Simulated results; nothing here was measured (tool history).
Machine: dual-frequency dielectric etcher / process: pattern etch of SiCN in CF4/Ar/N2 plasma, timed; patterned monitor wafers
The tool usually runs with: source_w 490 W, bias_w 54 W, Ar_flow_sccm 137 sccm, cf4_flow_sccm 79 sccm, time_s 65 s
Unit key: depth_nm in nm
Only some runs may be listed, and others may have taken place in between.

run	hour	source_w	bias_w	Ar_flow_sccm	cf4_flow_sccm	time_s	read-back reference wafer on the same gauge, depth_nm	depth_nm
1	0	490	54	137	65	73	61.3	55.8
2	14.7	490	54	137	79	49.5	61.3	39.5
# hour 25.6: bias power generator calibrated
3	26.1	490	61	137	79	65	61.2	53.4
4	39.7	490	54	137	79	65	61.3	50.7
5	49.3	490	54	150	73	65	61.3	49.1
6	59.6	490	54	137	79	65	61.3	50.9
7	65.7	490	54	137	79	65	61.3	50.9
8	80.3	490	47	156	97	46.5	61.3	35.2
9	91.9	490	54	137	79	65	61.3	50.6
10	98.4	440	49	137	67	59	61.3	40.5
11	105.2	490	54	137	79	65	61.3	50.7
12	113.8	550	41	161	96	65	61.3	49.4
13	122.8	490	44	137	86	78	61.3	57.2
14	131.6	490	45	137	65	65	61.3	45.2
15	148.8	490	54	137	79	65	61.3	50.6
16	157	490	54	137	92	65	61.3	52.1
17	174.7	490	43	110	79	57.5	61.3	42.8
18	184.5	490	54	137	79	65	61.3	50.4
19	199.2	490	54	137	79	65	61.3	50.5
20	207.9	490	54	137	93	65	61.3	52
21	224.3	490	54	150	62	77.5	61.3	56.3

State the hidden condition of the tool at each of the runs:
source power that arrives over what is set, %: 0 in every run
Ar flow that arrives over what is set, %: 0 in every run
CF4 flow that arrives over what is set, %: 0 in every run
gauge reads high (%): 0 in every run
H1: etch rate over this chamber's usual, %
H2: bias power that arrives over what is set, %
run	H1	H2
1	-0.285	4.4
2	-0.335	4.49
3	-0.374	-0.581
4	-0.421	-0.58
5	-0.454	-0.58
6	-0.489	-0.578
7	-0.51	-0.578
8	-0.56	-0.575
9	-0.599	-0.572
10	-0.622	-0.571
11	-0.645	-0.569
12	-0.674	-0.566
13	-0.705	-0.563
14	-0.735	-0.559
15	-0.794	-0.552
16	-0.822	-0.548
17	-0.882	-0.538
18	-0.916	-0.533
19	-0.966	-0.523
20	-0.996	-0.518
21	-1.05	-0.506
